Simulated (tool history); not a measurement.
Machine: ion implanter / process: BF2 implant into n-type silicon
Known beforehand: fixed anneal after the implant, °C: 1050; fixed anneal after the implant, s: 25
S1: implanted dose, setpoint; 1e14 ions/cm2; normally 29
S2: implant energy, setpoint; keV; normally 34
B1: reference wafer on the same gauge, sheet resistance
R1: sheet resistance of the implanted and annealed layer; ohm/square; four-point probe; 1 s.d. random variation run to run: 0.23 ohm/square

{"run": 1, "hour": 0.0, "S1": 29, "S2": 34, "B1": 93.25, "R1": 85.57}
{"run": 2, "hour": 69.1, "S1": 29, "S2": 34, "B1": 93.24, "R1": 85.41}
{"run": 3, "hour": 132.0, "S1": 29, "S2": 34, "B1": 93.29, "R1": 85.68}
{"run": 4, "hour": 220.9, "S1": 29, "S2": 31, "B1": 93.27, "R1": 88.87}
{"run": 5, "hour": 479.3, "S1": 29, "S2": 38, "B1": 93.29, "R1": 81.77}
{"run": 6, "hour": 553.6, "S1": 29, "S2": 38, "B1": 93.29, "R1": 81.96}
{"run": 7, "hour": 593.2, "S1": 29, "S2": 34, "B1": 93.34, "R1": 86.14}
{"run": 8, "hour": 863.4, "S1": 29, "S2": 34, "B1": 93.25, "R1": 85.69}
{"run": 9, "hour": 919.3, "S1": 29, "S2": 34, "B1": 93.26, "R1": 86.04}
{"run": 10, "hour": 993.3, "S1": 29, "S2": 34, "B1": 93.37, "R1": 85.94}
{"run": 11, "hour": 1086.6, "S1": 29, "S2": 34, "B1": 93.2, "R1": 85.89}
{"run": 12, "hour": 1142.6, "S1": 29, "S2": 34, "B1": 93.32, "R1": 85.8}
{"run": 13, "hour": 1192.7, "S1": 29, "S2": 30, "B1": 93.36, "R1": 90.5}
{"run": 14, "hour": 1236.6, "S1": 25.08, "S2": 27, "B1": 93.29, "R1": 95.35}
{"run": 15, "hour": 1293.1, "S1": 25.08, "S2": 27, "B1": 93.35, "R1": 94.93}
{"hour": 1461.0, "done": "Faraday cup replaced and dose calibrated"}
{"run": 16, "hour": 1472.1, "S1": 29, "S2": 34, "B1": 93.27, "R1": 86.31}
{"hour": 1564.9, "done": "extraction supply calibrated"}
{"run": 17, "hour": 1579.1, "S1": 29, "S2": 34, "B1": 93.33, "R1": 84.62}
{"run": 18, "hour": 1678.4, "S1": 35.97, "S2": 34, "B1": 93.34, "R1": 83.07}
{"run": 19, "hour": 1730.4, "S1": 21.71, "S2": 24, "B1": 93.29, "R1": 100.02}
{"run": 20, "hour": 1771.8, "S1": 35.09, "S2": 34, "B1": 93.21, "R1": 83.38}
{"run": 21, "hour": 1860.1, "S1": 29, "S2": 29.5, "B1": 93.31, "R1": 89.67}
{"run": 22, "hour": 1944.5, "S1": 26.52, "S2": 22.5, "B1": 93.31, "R1": 99.4}
{"hour": 1969.9, "done": "gauge calibrated"}
{"run": 23, "hour": 2012.3, "S1": 24.52, "S2": 34, "B1": 93.33, "R1": 87.09}
{"run": 24, "hour": 2054.9, "S1": 32.83, "S2": 45.5, "B1": 93.33, "R1": 73.28}
{"run": 25, "hour": 2125.9, "S1": 29, "S2": 34, "B1": 93.35, "R1": 85.12}
{"run": 26, "hour": 2229.4, "S1": 35.09, "S2": 34, "B1": 93.29, "R1": 83.43}
{"run": 27, "hour": 2302.0, "S1": 25.4, "S2": 24, "B1": 93.35, "R1": 97.92}
{"run": 28, "hour": 2358.7, "S1": 21.54, "S2": 34, "B1": 93.31, "R1": 89.49}
{"run": 29, "hour": 2454.3, "S1": 32.46, "S2": 34, "B1": 93.37, "R1": 84.05}
{"run": 30, "hour": 2494.4, "S1": 29, "S2": 23, "B1": 93.3, "R1": 97.8}
{"run": 31, "hour": 2531.4, "S1": 29, "S2": 34, "B1": 93.38, "R1": 85.42}
{"run": 32, "hour": 2610.4, "S1": 36.35, "S2": 28, "B1": 93.29, "R1": 89.65}

Below are 4 alternative next runs, each starting from the tool's condition after run 32. Predict each:
{"run": "A", "hour": 2610.8, "S1": 29, "S2": 34, "B1": "?", "R1": "?"}
{"run": "B", "hour": 2610.8, "S1": 29, "S2": 44, "B1": "?", "R1": "?"}
{"run": "C", "hour": 2610.8, "S1": 37.35, "S2": 41.5, "B1": "?", "R1": "?"}
{"run": "D", "hour": 2610.8, "S1": 29, "S2": 44.5, "B1": "?", "R1": "?"}

run=A B1=93.35 R1=85.73
run=B B1=93.35 R1=76.84
run=C B1=93.35 R1=76.57
run=D B1=93.35 R1=76.44
Had the tool no hidden state, the same runs would have come out as:
run=A R1=85.3
run=B R1=76.38
run=C R1=76.11
run=D R1=75.98
